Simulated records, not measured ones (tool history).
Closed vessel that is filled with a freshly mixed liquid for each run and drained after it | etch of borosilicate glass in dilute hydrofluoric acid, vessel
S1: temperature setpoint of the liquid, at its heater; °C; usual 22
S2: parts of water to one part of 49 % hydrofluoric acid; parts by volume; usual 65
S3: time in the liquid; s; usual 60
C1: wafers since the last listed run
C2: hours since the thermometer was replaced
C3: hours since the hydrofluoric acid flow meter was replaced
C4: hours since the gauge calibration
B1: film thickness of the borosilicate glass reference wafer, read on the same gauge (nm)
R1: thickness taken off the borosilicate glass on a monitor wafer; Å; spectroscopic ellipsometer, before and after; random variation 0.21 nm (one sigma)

run	hour	S1	S2	S3	C1	C2	C3	C4	B1	R1
1	0	22	65	60	0	1715	1068.2	349.1	39.81	389.8
2	53.8	22	65	60	6730	1768.8	1122	402.9	39.79	387.1
3	117.3	22	65	60	7943	1832.3	1185.5	466.4	39.7	389.9
4	154.4	26	75	60	4641	1869.4	1222.6	503.5	39.63	387
5	277.3	22	65	50	15374	1992.3	1345.5	626.4	39.45	317.7
6	347.7	22	65	50	8806	2062.7	1415.9	696.8	39.29	315.7
7	393.1	22	65	50	5679	2108.1	1461.3	742.2	39.23	319.4
8	479.4	22	50	60	10795	2194.4	1547.6	828.5	39.02	497.1
9	574.2	22	65	60	11859	2289.2	1642.4	923.3	38.81	374
10	660.6	22	65	60	10808	2375.6	1728.8	1009.7	38.58	375.6
# hour 675.3: gauge calibrated
# hour 790.2: hydrofluoric acid flow meter replaced
11	790.8	22	65	60	16162	2505.8	0.6	115.5	40.18	393.2
12	834.1	22	65	60	5416	2549.1	43.9	158.8	40.12	389.8
13	901.2	22	65	60	8393	2616.2	111	225.9	40.07	390.6
# hour 922.2: thermometer replaced
14	983.2	22	65	60	10132	61	193	307.9	40.04	391.2

Run 15 comes next. What will it give?
15	1021.6	27	90	50	4803	99.4	231.4	346.3	?	?

Run 15 gave B1 40, R1 276.9 Å.
Without the tool's hidden state the same run would have given R1 277 Å.
